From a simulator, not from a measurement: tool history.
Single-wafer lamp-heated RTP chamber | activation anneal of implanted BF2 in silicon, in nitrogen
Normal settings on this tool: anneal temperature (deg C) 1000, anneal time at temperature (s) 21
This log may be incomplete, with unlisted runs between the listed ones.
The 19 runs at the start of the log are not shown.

| run | hour | anneal temperature (deg C) | anneal time at temperature (s) | wafers since the last listed run | wafers since the last pyrometer calibration | wafers since the reflector plate was cleaned | hours since the gauge calibration | read-back reference wafer on the same gauge, sheet resistance | sheet resistance of the implanted and annealed layer (ohm/square) |
|---|---|---|---|---|---|---|---|---|---|
| 20 | 281.1 | 1029 | 17 | 356 | 3718 | 3718 | 65.5 | 258.88 | 227.08 |
| 21 | 292.2 | 1000 | 21 | 235 | 3954 | 3954 | 76.6 | 259.32 | 238.92 |
| 22 | 305.0 | 986 | 13 | 271 | 4226 | 4226 | 89.4 | 258.59 | 255.30 |
| 23 | 322.0 | 1000 | 29 | 361 | 4587 | 4587 | 106.4 | 258.94 | 234.74 |
| 24 | 371.4 | 1000 | 21 | 1049 | 5637 | 5637 | 155.8 | 258.94 | 237.70 |
| 25 | 385.7 | 1016 | 21 | 303 | 5941 | 5941 | 170.1 | 258.62 | 229.79 |
|  | 398.1 | pyrometer window cleaned and pyrometer calibrated |
| 26 | 398.6 | 1000 | 21 | 104 | 10 | 6045 | 183.0 | 259.23 | 246.35 |
| 27 | 408.1 | 977 | 27 | 201 | 212 | 6247 | 192.5 | 259.46 | 262.16 |

Run 28 is up next; what results do you expect?
| 28 | 419.7 | 1000 | 21 | 246 | 458 | 6493 | 204.1 | ? | ? |

read-back reference wafer on the same gauge, sheet resistance: 258.81
sheet resistance of the implanted and annealed layer (ohm/square): 243.76
Without the tool's hidden state the same run would have given sheet resistance of the implanted and annealed layer (ohm/square) 246.02.
